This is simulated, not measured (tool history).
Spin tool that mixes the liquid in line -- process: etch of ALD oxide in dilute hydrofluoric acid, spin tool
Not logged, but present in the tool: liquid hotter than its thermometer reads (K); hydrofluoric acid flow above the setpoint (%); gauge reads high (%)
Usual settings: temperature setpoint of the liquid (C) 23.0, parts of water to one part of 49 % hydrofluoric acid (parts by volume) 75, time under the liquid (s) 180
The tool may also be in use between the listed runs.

run	day	temperature setpoint of the liquid (C)	parts of water to one part of 49 % hydrofluoric acid (parts by volume)	time under the liquid (s)	wafers since the last listed run	hours since the thermometer was replaced	hours since the hydrofluoric acid flow meter was replaced	hours since the gauge calibration	read-back film thickness of the ALD oxide reference wafer, read on the same gauge (nm)	thickness taken off the ALD oxide on a monitor wafer (nm)
1	0.000	23.0	75	180	0	39.7	1148.1	279.9	79.98	26.40
2	1.642	23.0	75	180	295	79.1	1187.5	319.3	80.03	26.28
3	3.079	23.0	75	180	258	113.6	1222.0	353.8	80.02	26.38
4	4.483	23.0	75	100	252	147.3	1255.7	387.5	79.97	14.47
5	7.288	23.0	75	180	504	214.6	1323.0	454.8	80.01	26.43
6	8.958	23.0	75	180	300	254.7	1363.1	494.9	80.01	26.19
7	9.958	23.0	75	265	180	278.7	1387.1	518.9	80.00	38.87
8	12.046	23.0	75	265	375	328.8	1437.2	569.0	79.98	38.95
9	14.567	23.0	75	255	453	389.3	1497.7	629.5	79.99	37.66
10	16.692	23.0	75	255	382	440.3	1548.7	680.5	79.98	37.84
11	19.025	23.0	75	180	420	496.3	1604.7	736.5	79.98	26.43
12	21.012	23.0	75	180	357	544.0	1652.4	784.2	80.01	26.46
13	22.246	23.0	75	180	222	573.6	1682.0	813.8	80.00	26.43
14	25.242	23.0	75	180	539	645.5	1753.9	885.7	80.00	26.56
# day 26.492: gauge calibrated
15	28.229	23.0	75	180	537	717.2	1825.6	41.7	79.98	26.76
# day 29.783: thermometer replaced
16	32.525	23.0	75	180	766	65.8	1928.7	144.8	80.01	26.76
# day 33.625: hydrofluoric acid flow meter replaced
17	35.242	23.0	75	180	481	131.0	38.8	210.0	80.01	25.51
18	36.683	21.5	65	95	259	165.6	73.4	244.6	79.99	14.81
19	39.300	21.5	100	290	471	228.4	136.2	307.4	79.98	28.29
20	40.588	25.5	90	180	231	259.3	167.1	338.3	80.02	23.27
21	43.358	23.0	60	180	498	325.8	233.6	404.8	79.98	32.38
22	44.992	19.5	35	180	294	365.0	272.8	444.0	79.99	50.19
23	47.142	26.0	75	95	387	416.6	324.4	495.6	79.97	15.33
24	48.404	27.5	75	180	227	446.9	354.7	525.9	79.99	30.80
25	50.700	23.0	95	180	413	502.0	409.8	581.0	79.98	19.83
26	52.462	19.5	110	270	317	544.3	452.1	623.3	79.96	22.02
27	54.929	26.0	75	180	444	603.5	511.3	682.5	80.00	29.32
28	57.021	25.0	85	115	376	653.7	561.5	732.7	80.02	15.71
29	59.192	21.0	75	80	390	705.8	613.6	784.8	80.02	10.61

What differs in the tool's unlogged condition from the final listed run ahead of each entry between runs to the first listed run following it?
After run 14, before run 15: gauge calibrated (day 26.492)
  hydrofluoric acid flow above the setpoint (%): 4.35 -> 4.52
  what was measured, less what the result would be without the hidden state, thickness taken off the ALD oxide on a monitor wafer (nm): +1.21 -> +1.26
After run 15, before run 16: thermometer replaced (day 29.783)
  hydrofluoric acid flow above the setpoint (%): 4.52 -> 4.77
  what was measured, less what the result would be without the hidden state, thickness taken off the ALD oxide on a monitor wafer (nm): +1.26 -> +1.33
After run 16, before run 17: hydrofluoric acid flow meter replaced (day 33.625)
  hydrofluoric acid flow above the setpoint (%): 4.77 -> 0.581
  what was measured, less what the result would be without the hidden state, thickness taken off the ALD oxide on a monitor wafer (nm): +1.33 -> +0.16
